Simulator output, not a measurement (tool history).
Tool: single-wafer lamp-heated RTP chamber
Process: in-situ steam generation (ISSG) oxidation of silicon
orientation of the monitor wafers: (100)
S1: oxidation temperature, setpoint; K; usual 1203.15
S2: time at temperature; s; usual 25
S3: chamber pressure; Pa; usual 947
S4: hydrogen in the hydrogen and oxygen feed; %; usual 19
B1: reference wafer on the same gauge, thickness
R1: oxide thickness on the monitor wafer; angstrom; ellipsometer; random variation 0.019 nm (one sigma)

Run 1, hour 0.0: usual settings; B1 4.746. Result: R1 40.72 angstrom.
At hour 25.9: gauge calibrated.
Run 2, hour 101.0: usual settings but S2 21 s; B1 4.743. Result: R1 37.65 angstrom.
Run 3, hour 197.2: usual settings but S2 21 s; B1 4.731. Result: R1 38.20 angstrom.
Run 4, hour 265.6: usual settings but S3 1040 Pa; B1 4.748. Result: R1 41.00 angstrom.
Run 5, hour 369.4: usual settings; B1 4.739. Result: R1 41.40 angstrom.
Run 6, hour 457.1: usual settings; B1 4.736. Result: R1 41.17 angstrom.
Run 7, hour 680.7: usual settings but S4 14 %; B1 4.740. Result: R1 38.54 angstrom.
At hour 701.3: pressure gauge zeroed.
At hour 725.1: pyrometer window cleaned and pyrometer calibrated.
Run 8, hour 787.6: usual settings but S4 14 %; B1 4.745. Result: R1 38.36 angstrom.
Run 9, hour 871.3: usual settings but S1 1209.15 K, S2 20 s, S3 920 Pa, S4 14 %; B1 4.740. Result: R1 35.21 angstrom.
Run 10, hour 1133.8: usual settings but S1 1197.15 K; B1 4.733. Result: R1 40.06 angstrom.
Run 11, hour 1225.4: usual settings but S1 1183.15 K, S2 18 s, S3 920 Pa, S4 11 %; B1 4.749. Result: R1 30.07 angstrom.
Run 12, hour 1320.4: usual settings but S4 27 %; B1 4.749. Result: R1 44.67 angstrom.
Run 13, hour 1380.0: usual settings; B1 4.741. Result: R1 40.97 angstrom.
Run 14, hour 1435.5: usual settings but S1 1190.15 K, S2 31 s, S3 1013 Pa, S4 11 %; B1 4.743. Result: R1 38.75 angstrom.
Run 15, hour 1496.0: usual settings but S1 1186.15 K, S3 920 Pa; B1 4.732. Result: R1 39.10 angstrom.
Run 16, hour 1564.2: usual settings but S2 33 s, S4 15 %; B1 4.739. Result: R1 44.32 angstrom.
Run 17, hour 1611.6: usual settings but S1 1212.15 K, S2 22 s; B1 4.749. Result: R1 40.55 angstrom.
At hour 1650.2: hydrogen flow controller replaced.
Run 18, hour 1712.0: usual settings but S1 1184.15 K, S2 31 s, S3 920 Pa, S4 11 %; B1 4.735. Result: R1 38.31 angstrom.
Run 19, hour 1757.1: usual settings but S1 1186.15 K, S2 31 s, S3 920 Pa, S4 29 %; B1 4.738. Result: R1 47.58 angstrom.
Run 20, hour 1841.2: usual settings; B1 4.736. Result: R1 41.80 angstrom.
Run 21, hour 1930.8: usual settings but S1 1184.15 K, S2 31 s, S3 920 Pa, S4 11 %; B1 4.738. Result: R1 39.19 angstrom.
At hour 1962.3: pyrometer window cleaned and pyrometer calibrated.
Run 22, hour 2026.8: usual settings but S3 1000 Pa; B1 4.739. Result: R1 40.91 angstrom.
Run 23, hour 2066.1: usual settings but S1 1217.15 K, S2 18 s, S4 11 %; B1 4.747. Result: R1 32.83 angstrom.
Run 24, hour 2137.2: usual settings; B1 4.744. Result: R1 40.39 angstrom.
Run 25, hour 2238.1: usual settings but S2 20 s, S3 920 Pa; B1 4.731. Result: R1 37.28 angstrom.
Run 26, hour 2280.1: usual settings but S3 1000 Pa; B1 4.740. Result: R1 41.02 angstrom.

Run 27 comes next. What will it give?
Run 27, hour 2372.8: usual settings but S1 1192.15 K, S2 18 s, S3 920 Pa, S4 28 %; B1 ?. Result: R1 ?.

{"run 27": {"B1": 4.732, "R1": 38.19}}
Without the tool's hidden state the same run would have given R1 37.87 angstrom.
